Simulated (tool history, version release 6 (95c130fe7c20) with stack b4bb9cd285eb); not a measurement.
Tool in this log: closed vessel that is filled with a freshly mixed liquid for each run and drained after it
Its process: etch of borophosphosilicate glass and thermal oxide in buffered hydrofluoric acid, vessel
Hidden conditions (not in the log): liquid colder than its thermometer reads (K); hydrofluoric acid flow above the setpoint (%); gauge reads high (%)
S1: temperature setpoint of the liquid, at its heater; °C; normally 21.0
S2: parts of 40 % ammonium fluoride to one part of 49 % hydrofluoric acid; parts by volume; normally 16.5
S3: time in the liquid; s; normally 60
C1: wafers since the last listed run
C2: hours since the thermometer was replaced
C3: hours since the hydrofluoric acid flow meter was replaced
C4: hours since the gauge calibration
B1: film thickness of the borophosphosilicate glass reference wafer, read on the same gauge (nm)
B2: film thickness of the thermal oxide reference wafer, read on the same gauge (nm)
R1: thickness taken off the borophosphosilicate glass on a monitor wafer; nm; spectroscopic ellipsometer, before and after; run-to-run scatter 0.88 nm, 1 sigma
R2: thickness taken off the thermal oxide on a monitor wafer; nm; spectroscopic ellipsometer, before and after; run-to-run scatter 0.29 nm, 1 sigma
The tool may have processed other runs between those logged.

run	hour	S1	S2	S3	C1	C2	C3	C4	B1	B2	R1	R2
1	0.0	21.0	16.5	60	0	3234.1	128.8	539.7	59.99	140.00	108.74	33.84
2	12.6	21.0	16.5	60	1567	3246.7	141.4	552.3	60.00	139.99	110.50	34.28
# hour 27.3: thermometer replaced
3	32.6	21.0	16.5	80	2363	5.3	161.4	572.3	60.01	140.00	146.86	45.16
4	59.7	17.0	21.5	40	3370	32.4	188.5	599.4	60.00	139.98	46.57	14.18
5	95.2	26.0	22.5	45	4415	67.9	224.0	634.9	60.00	139.97	83.41	25.65
6	124.2	17.0	16.5	70	3606	96.9	253.0	663.9	60.00	140.00	102.66	31.81
7	156.8	21.0	22.5	60	4054	129.5	285.6	696.5	60.01	140.00	84.26	26.27
8	177.0	21.0	16.5	60	2512	149.7	305.8	716.7	60.02	140.02	110.60	33.71
# hour 205.4: gauge calibrated
9	212.9	21.0	16.5	60	4464	185.6	341.7	7.5	59.99	140.01	110.35	34.01
10	245.9	19.5	23.0	30	4104	218.6	374.7	40.5	59.99	140.01	38.02	11.75
11	276.2	21.0	16.5	60	3768	248.9	405.0	70.8	60.01	139.99	108.69	33.59
12	304.7	21.0	16.5	60	3544	277.4	433.5	99.3	59.99	139.98	111.42	34.22
13	321.5	21.0	16.5	60	2089	294.2	450.3	116.1	59.99	140.03	110.84	33.82
14	342.5	21.0	16.5	60	2611	315.2	471.3	137.1	59.99	140.01	108.57	33.82
15	369.5	21.0	16.5	60	3358	342.2	498.3	164.1	60.01	140.00	110.52	33.70
16	385.4	19.0	19.0	30	1977	358.1	514.2	180.0	60.02	140.04	43.82	13.08
17	404.9	21.0	22.0	35	2425	377.6	533.7	199.5	60.01	140.00	50.46	15.56
18	439.0	21.0	18.5	70	4241	411.7	567.8	233.6	60.00	140.00	114.88	35.18
19	461.7	21.0	11.0	60	2823	434.4	590.5	256.3	60.00	140.03	166.14	50.12
20	497.0	19.5	16.5	80	4390	469.7	625.8	291.6	59.98	140.01	135.39	41.27
21	516.6	19.5	19.0	60	2437	489.3	645.4	311.2	59.99	139.95	89.09	26.60
22	530.4	21.0	16.5	90	1716	503.1	659.2	325.0	60.00	140.01	165.28	51.31
23	557.1	21.0	16.5	60	3320	529.8	685.9	351.7	59.99	139.98	109.09	34.11
24	571.8	25.5	16.5	90	1828	544.5	700.6	366.4	60.00	140.03	213.78	65.03
25	590.9	21.0	10.5	60	2375	563.6	719.7	385.5	59.99	140.00	172.65	51.49
26	626.1	23.0	10.5	60	4377	598.8	754.9	420.7	59.97	140.01	193.66	59.68

What differs in the tool's unlogged condition from the final listed run ahead of each entry between runs to the first listed run following it?
Logged between run 2 and run 3: thermometer replaced (hour 27.3)
  no hidden state differs between the two runs
Logged between run 8 and run 9: gauge calibrated (hour 205.4)
  no hidden state differs between the two runs
